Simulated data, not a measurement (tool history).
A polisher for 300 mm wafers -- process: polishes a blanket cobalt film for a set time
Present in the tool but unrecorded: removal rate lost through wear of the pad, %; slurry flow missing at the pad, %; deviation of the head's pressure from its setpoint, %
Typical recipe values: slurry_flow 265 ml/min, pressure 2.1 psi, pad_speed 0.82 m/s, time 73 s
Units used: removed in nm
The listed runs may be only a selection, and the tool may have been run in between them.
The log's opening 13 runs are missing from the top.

run,hour,slurry_flow,pressure,pad_speed,time,wafers since the last listed run,wafers polished on this pad,hours since the slurry nozzle was cleaned,hours since the head pressure was calibrated,"incoming thickness of the incoming film, nm",removed
14,311.8,265,2.1,0.68,73,147,921,181.3,590.3,1269.0,235.0
15,330.3,265,2.1,0.82,73,177,1098,199.8,608.8,1259.6,265.0
# hour 407.1: worn pad replaced by a new one, repeated, since the last time left the tool worse
16,417.3,330,2.1,0.82,53,797,97,286.8,695.8,1252.1,231.3
17,436.7,235,1.4,0.82,51,186,284,306.2,715.2,1251.1,152.9
18,468.5,310,1.5,0.68,65,305,589,338.0,747.0,1255.2,184.2
19,496.7,200,2.1,0.82,87,270,860,366.2,775.2,1265.5,342.4
20,521.8,350,1.9,0.60,55,241,1101,391.3,800.3,1268.9,173.9
21,539.9,345,2.1,0.82,86,173,1275,409.4,818.4,1270.8,357.0
# hour 571.4: slurry nozzle cleaned
22,574.1,265,2.1,0.82,73,318,1594,2.7,852.6,1255.3,292.6
23,597.6,265,2.1,0.82,73,225,1820,26.2,876.1,1279.4,285.3
24,613.6,340,2.1,0.82,50,153,1974,42.2,892.1,1235.3,204.2
25,642.4,265,2.1,0.82,73,276,2250,71.0,920.9,1256.6,294.2
26,663.6,265,2.1,0.82,73,203,2454,92.2,942.1,1263.6,293.5
# hour 671.4: worn pad replaced by a new one
27,695.0,265,1.6,0.66,73,263,226,123.6,973.5,1275.3,212.4
# hour 722.2: head pressure recalibrated
28,791.4,265,2.1,0.82,73,907,1133,220.0,69.2,1252.7,293.8
29,886.1,265,2.1,0.82,73,909,2043,314.7,163.9,1244.8,294.4
30,917.9,265,2.8,1.10,73,305,2348,346.5,195.7,1269.6,447.1
# hour 941.5: worn pad replaced by a new one
31,942.1,215,2.4,0.66,88,194,5,370.7,219.9,1253.7,348.5
32,967.5,265,2.1,0.66,60,244,249,396.1,245.3,1279.0,215.9
33,1002.7,265,2.1,0.82,73,338,587,431.3,280.5,1259.7,300.3
# hour 1030.4: slurry nozzle cleaned
34,1035.5,205,1.5,0.82,73,305,893,5.1,313.3,1261.6,220.4
35,1052.6,265,2.1,0.82,88,164,1057,22.2,330.4,1260.0,353.2
36,1064.6,265,2.7,0.70,73,115,1172,34.2,342.4,1273.5,327.2
37,1090.6,265,2.1,0.82,73,249,1422,60.2,368.4,1273.2,286.3
38,1109.6,220,2.8,0.68,63,182,1605,79.2,387.4,1269.0,276.4

What if the next run were any one of these 3? Each begins from the tool's condition after run 38:
A,1110.0,265,2.1,0.82,47,3,1608,79.6,387.8,1242.2,?
B,1110.0,350,2.4,1.00,83,3,1608,79.6,387.8,1242.2,?
C,1110.0,305,1.8,0.64,64,3,1608,79.6,387.8,1242.2,?

run,removed
A,190.3
B,437.3
C,200.8
Had the tool no hidden state, the same runs would have come out as:
run,removed
A,200.8
B,461.4
C,211.8

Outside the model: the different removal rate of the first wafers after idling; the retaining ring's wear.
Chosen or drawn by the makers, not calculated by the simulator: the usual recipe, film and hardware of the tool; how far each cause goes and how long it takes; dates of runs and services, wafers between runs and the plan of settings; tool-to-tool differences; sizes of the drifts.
